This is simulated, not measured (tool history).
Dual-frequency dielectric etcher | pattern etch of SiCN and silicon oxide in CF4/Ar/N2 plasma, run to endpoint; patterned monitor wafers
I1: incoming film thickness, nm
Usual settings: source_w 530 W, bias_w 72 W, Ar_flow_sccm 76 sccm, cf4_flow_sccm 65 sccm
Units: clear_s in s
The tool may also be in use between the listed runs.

run 1 day=0 | source_w=530 bias_w=72 Ar_flow_sccm=76 cf4_flow_sccm=65 | I1=12.26 | clear_s=12.6
run 2 day=2.942 | source_w=530 bias_w=72 Ar_flow_sccm=76 cf4_flow_sccm=65 | I1=12.27 | clear_s=12.7
run 3 day=4.304 | source_w=530 bias_w=72 Ar_flow_sccm=76 cf4_flow_sccm=65 | I1=12.26 | clear_s=12.7
run 4 day=5.746 | source_w=530 bias_w=72 Ar_flow_sccm=76 cf4_flow_sccm=65 | I1=12.12 | clear_s=12.6
run 5 day=8.604 | source_w=530 bias_w=72 Ar_flow_sccm=76 cf4_flow_sccm=65 | I1=12.23 | clear_s=12.8
run 6 day=10.7 | source_w=530 bias_w=72 Ar_flow_sccm=80 cf4_flow_sccm=65 | I1=12.14 | clear_s=12.8
-- day=13.1 wet clean of the chamber
run 7 day=13.121 | source_w=530 bias_w=72 Ar_flow_sccm=80 cf4_flow_sccm=65 | I1=12.12 | clear_s=12.5
-- day=14.754 upper electrode replaced
run 8 day=14.775 | source_w=530 bias_w=72 Ar_flow_sccm=80 cf4_flow_sccm=65 | I1=12.14 | clear_s=12.6
run 9 day=16.492 | source_w=530 bias_w=89 Ar_flow_sccm=91 cf4_flow_sccm=80 | I1=12.18 | clear_s=11.7
run 10 day=22.633 | source_w=530 bias_w=89 Ar_flow_sccm=76 cf4_flow_sccm=58 | I1=12.29 | clear_s=12.3
-- day=25.804 wet clean of the chamber
-- day=29.796 Ar flow controller replaced
-- day=30.258 bias power generator calibrated
-- day=30.567 CF4 flow controller replaced
-- day=30.925 source power generator calibrated
run 11 day=31.046 | source_w=530 bias_w=72 Ar_flow_sccm=76 cf4_flow_sccm=65 | I1=12.08 | clear_s=12
run 12 day=33.421 | source_w=530 bias_w=86 Ar_flow_sccm=89 cf4_flow_sccm=65 | I1=12.23 | clear_s=11.8
run 13 day=35.079 | source_w=530 bias_w=72 Ar_flow_sccm=80 cf4_flow_sccm=65 | I1=12.21 | clear_s=12.3
run 14 day=36.646 | source_w=530 bias_w=55 Ar_flow_sccm=76 cf4_flow_sccm=65 | I1=12.18 | clear_s=13.1
run 15 day=39.583 | source_w=530 bias_w=72 Ar_flow_sccm=58 cf4_flow_sccm=65 | I1=12.26 | clear_s=12
-- day=42.004 wet clean of the chamber
run 16 day=42.15 | source_w=660 bias_w=83 Ar_flow_sccm=76 cf4_flow_sccm=79 | I1=12.15 | clear_s=9.3

Forecast each of these 5 alternatives for the next run:
run A day=42.167 | source_w=530 bias_w=72 Ar_flow_sccm=76 cf4_flow_sccm=65 | I1=12.16 | clear_s=?
run B day=42.167 | source_w=400 bias_w=72 Ar_flow_sccm=62 cf4_flow_sccm=65 | I1=12.16 | clear_s=?
run C day=42.167 | source_w=610 bias_w=65 Ar_flow_sccm=61 cf4_flow_sccm=65 | I1=12.16 | clear_s=?
run D day=42.167 | source_w=440 bias_w=60 Ar_flow_sccm=61 cf4_flow_sccm=74 | I1=12.16 | clear_s=?
run E day=42.167 | source_w=660 bias_w=81 Ar_flow_sccm=76 cf4_flow_sccm=79 | I1=12.16 | clear_s=?

run=A clear_s=12
run=B clear_s=15
run=C clear_s=10.6
run=D clear_s=14.3
run=E clear_s=9.3
Without the tool's hidden state the same runs would have given:
run=A clear_s=11.9
run=B clear_s=14.9
run=C clear_s=10.6
run=D clear_s=14.2
run=E clear_s=9.3
